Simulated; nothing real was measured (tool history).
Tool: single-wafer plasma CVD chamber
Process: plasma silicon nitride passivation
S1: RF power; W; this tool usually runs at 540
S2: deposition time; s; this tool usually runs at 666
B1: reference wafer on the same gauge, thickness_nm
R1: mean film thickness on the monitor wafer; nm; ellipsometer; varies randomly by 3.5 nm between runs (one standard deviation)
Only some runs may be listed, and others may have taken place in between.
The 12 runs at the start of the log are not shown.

run 13 hour=885 | S1=540 S2=666 | B1=1110.275 | R1=1034.402
-- hour=913.6 gauge calibrated
run 14 hour=947.2 | S1=540 S2=666 | B1=1110.241 | R1=1030.35
run 15 hour=992.3 | S1=540 S2=666 | B1=1109.785 | R1=1030.133
run 16 hour=1028.5 | S1=540 S2=666 | B1=1109.548 | R1=1031.173
run 17 hour=1058.9 | S1=540 S2=666 | B1=1110.127 | R1=1032.822
-- hour=1079.9 showerhead replaced
run 18 hour=1089.2 | S1=605 S2=666 | B1=1109.987 | R1=1060.937
run 19 hour=1142.1 | S1=540 S2=666 | B1=1110.293 | R1=1027.482
run 20 hour=1199.6 | S1=540 S2=749 | B1=1109.034 | R1=1155.197
run 21 hour=1247.5 | S1=440 S2=581 | B1=1110.789 | R1=852.215
run 22 hour=1403.9 | S1=540 S2=666 | B1=1109.902 | R1=1028.885
run 23 hour=1467.4 | S1=540 S2=599 | B1=1109.548 | R1=919.315
-- hour=1480.1 RF generator calibrated
run 24 hour=1508.1 | S1=540 S2=737 | B1=1109.481 | R1=1157.533
run 25 hour=1577.3 | S1=505 S2=588 | B1=1110.215 | R1=904.02
run 26 hour=1637.3 | S1=540 S2=666 | B1=1109.487 | R1=1040.36
run 27 hour=1680.3 | S1=540 S2=666 | B1=1110.688 | R1=1038.342
run 28 hour=1709.5 | S1=540 S2=630 | B1=1110.661 | R1=980.665
run 29 hour=1779.5 | S1=490 S2=758 | B1=1110.031 | R1=1155.629
run 30 hour=1846.5 | S1=495 S2=786 | B1=1109.747 | R1=1198.179
run 31 hour=1894.5 | S1=540 S2=539 | B1=1109.184 | R1=839.766
run 32 hour=1925 | S1=635 S2=666 | B1=1109.228 | R1=1090.444
run 33 hour=1991.8 | S1=595 S2=551 | B1=1111.17 | R1=887.535
run 34 hour=2054.5 | S1=595 S2=585 | B1=1110.419 | R1=935.041

5 options for the next run, each taken on its own from the tool as it stands now. Forecast them:
run A hour=2055.1 | S1=540 S2=666 | B1=? | R1=?
run B hour=2055.1 | S1=650 S2=791 | B1=? | R1=?
run C hour=2055.1 | S1=470 S2=534 | B1=? | R1=?
run D hour=2055.1 | S1=620 S2=540 | B1=? | R1=?
run E hour=2055.1 | S1=495 S2=774 | B1=? | R1=?

run=A B1=1109.849 R1=1041.398
run=B B1=1109.849 R1=1297.659
run=C B1=1109.849 R1=806.202
run=D B1=1109.849 R1=875.017
run=E B1=1109.849 R1=1183.841
Stripped of hidden state, with their random variation kept, the same runs would have yielded:
run=A R1=1048.741
run=B R1=1306.808
run=C R1=811.887
run=D R1=881.186
run=E R1=1192.188
